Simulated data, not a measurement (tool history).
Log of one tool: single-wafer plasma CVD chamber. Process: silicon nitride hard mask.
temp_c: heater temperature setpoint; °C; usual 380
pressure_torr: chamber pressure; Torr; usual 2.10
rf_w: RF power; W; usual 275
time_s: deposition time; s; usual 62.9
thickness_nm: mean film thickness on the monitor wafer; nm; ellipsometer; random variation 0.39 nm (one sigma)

run,hour,temp_c,pressure_torr,rf_w,time_s,wafers since the last listed run,hours since the last thermocouple change,hours since the last RF generator calibration,hours since the last manometer calibration,hours since the showerhead was replaced,hours since the gauge calibration,"read-back reference wafer on the same gauge, thickness_nm",thickness_nm
1,0.0,374,2.10,275,62.9,0,983.6,1571.7,1486.4,5576.9,2252.3,69.428,76.844
2,56.9,374,2.10,275,62.9,1124,1040.5,1628.6,1543.3,5633.8,2309.2,69.380,77.260
3,114.2,380,2.10,300,62.9,1132,1097.8,1685.9,1600.6,5691.1,2366.5,69.277,83.748
4,157.5,380,2.10,300,62.9,855,1141.1,1729.2,1643.9,5734.4,2409.8,69.485,83.521
5,236.6,380,2.10,300,62.9,1563,1220.2,1808.3,1723.0,5813.5,2488.9,69.179,84.321
6,318.7,380,2.10,275,62.9,1622,1302.3,1890.4,1805.1,5895.6,2571.0,69.397,77.548
7,409.1,369,2.10,230,62.9,1786,1392.7,1980.8,1895.5,5986.0,2661.4,69.326,64.352
8,459.4,389,1.58,275,62.9,994,1443.0,2031.1,1945.8,6036.3,2711.7,69.326,70.553
# hour 540.2: capacitance manometer re-zeroed and calibrated
9,547.5,390,2.10,310,71.4,1583,1531.1,2119.2,7.3,6124.4,2799.8,69.202,95.825
10,642.9,386,2.45,315,62.9,1885,1626.5,2214.6,102.7,6219.8,2895.2,69.286,89.568
11,690.9,380,2.10,275,62.9,948,1674.5,2262.6,150.7,6267.8,2943.2,69.387,76.186
12,737.1,380,2.10,310,57.9,913,1720.7,2308.8,196.9,6314.0,2989.4,69.332,78.176
13,792.1,380,2.10,275,62.9,1087,1775.7,2363.8,251.9,6369.0,3044.4,69.389,76.264
# hour 1040.2: RF generator calibrated
# hour 1045.2: thermocouple changed; heater temperature recalibrated
14,1084.7,380,2.10,275,62.9,5526,39.5,44.5,544.5,6661.6,3337.0,69.417,77.159
# hour 1120.5: showerhead replaced
15,1184.0,389,2.37,300,52.6,1804,138.8,143.8,643.8,63.5,3436.3,69.255,71.964
16,1234.2,380,1.96,275,62.9,992,189.0,194.0,694.0,113.7,3486.5,69.237,75.147
17,1318.5,393,2.43,275,52.8,1666,273.3,278.3,778.3,198.0,3570.8,69.238,66.701
18,1409.9,380,2.10,275,62.9,1806,364.7,369.7,869.7,289.4,3662.2,69.140,77.198
19,1448.9,393,2.10,235,70.3,770,403.7,408.7,908.7,328.4,3701.2,69.316,72.908
# hour 1530.9: gauge calibrated
20,1541.6,393,2.10,325,62.9,1832,496.4,501.4,1001.4,421.1,10.7,69.402,88.745
21,1601.1,380,2.10,300,68.4,1176,555.9,560.9,1060.9,480.6,70.2,69.306,91.223
22,1650.8,367,2.10,240,62.9,982,605.6,610.6,1110.6,530.3,119.9,69.390,66.905
23,1712.4,380,2.10,275,67.2,1217,667.2,672.2,1172.2,591.9,181.5,69.427,82.603
24,1762.7,380,2.10,275,62.9,994,717.5,722.5,1222.5,642.2,231.8,69.267,76.483
25,1847.6,380,2.10,275,62.9,1678,802.4,807.4,1307.4,727.1,316.7,69.186,76.514
26,1890.5,380,2.10,275,62.9,847,845.3,850.3,1350.3,770.0,359.6,69.307,77.491
27,1971.2,380,2.10,255,66.5,1595,926.0,931.0,1431.0,850.7,440.3,69.423,75.448
28,2068.7,392,2.10,230,62.9,1927,1023.5,1028.5,1528.5,948.2,537.8,69.201,63.754
29,2313.9,380,2.10,275,73.7,4846,1268.7,1273.7,1773.7,1193.4,783.0,69.326,90.258

Forecast each of these 3 alternatives for the next run:
A,2314.3,380,2.10,275,62.9,7,1269.1,1274.1,1774.1,1193.8,783.4,?,?
B,2314.3,380,2.36,305,75.3,7,1269.1,1274.1,1774.1,1193.8,783.4,?,?
C,2314.3,372,1.69,245,54.0,7,1269.1,1274.1,1774.1,1193.8,783.4,?,?

run,"read-back reference wafer on the same gauge, thickness_nm",thickness_nm
A,69.261,77.271
B,69.261,105.058
C,69.261,55.210
Without the tool's hidden state the same runs would have given:
run,thickness_nm
A,75.595
B,103.109
C,53.905
